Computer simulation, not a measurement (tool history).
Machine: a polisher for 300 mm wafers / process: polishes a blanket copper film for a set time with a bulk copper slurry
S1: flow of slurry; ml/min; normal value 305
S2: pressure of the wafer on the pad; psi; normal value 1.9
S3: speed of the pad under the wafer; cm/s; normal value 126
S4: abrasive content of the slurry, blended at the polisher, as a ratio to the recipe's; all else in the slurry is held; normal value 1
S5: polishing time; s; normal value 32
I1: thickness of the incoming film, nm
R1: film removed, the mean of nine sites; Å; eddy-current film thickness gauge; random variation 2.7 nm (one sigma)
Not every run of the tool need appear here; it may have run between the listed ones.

run    day   S1   S2   S3    S4  S5      I1    R1
  1      0  305  1.9  126     1  32  3254.3  2640
  2  0.275  305  1.9  126     1  32  3229.1  2637
  3  0.729  305  1.9  126     1  32  3242.2  2647
  4  1.254  370  1.9  126   1.2  32  3222.1  2687
  5  1.658  370  1.9  126   1.2  32  3229.2  2668
  6      2  305  1.5  126     1  32    3235  2074
     2.229  -- worn pad replaced by a new one
  7  2.638  270  1.9  126     1  32  3213.5  2570
  8  3.254  270  1.9  126     1  32  3254.5  2547
  9  3.754  270  1.9  126     1  32  3190.1  2538
 10   4.45  305  1.9  126     1  35  3249.4  2810
 11    4.7  305  1.9  126     1  32  3217.3  2525
     5.375  -- slurry blender recalibrated
 12  5.396  305  1.9  148     1  32  3200.6  3047
 13  5.667  305  1.9  148     1  32  3230.4  3059
     6.021  -- slurry nozzle cleaned
 14  6.329  305  1.9  148     1  32  3189.9  3061
     6.588  -- worn pad replaced by a new one
 15   6.65  345  1.9  126     1  32  3227.9  2687
 16  7.383  305  1.9  148     1  32  3209.5  3041
 17  7.808  305  1.9  100     1  22  3233.1  1509
 18  8.229  200  2.6  102  1.25  32  3222.2  3084

Run 19 has not been measured yet. What should we expect?
 19  8.758  305  1.3  100   1  23  3227.1   ?

{"run 19": {"R1": 1092}}
Take away the tool's hidden state, keep the run-to-run variation as it was, and the same run would have given R1 1105 Å.
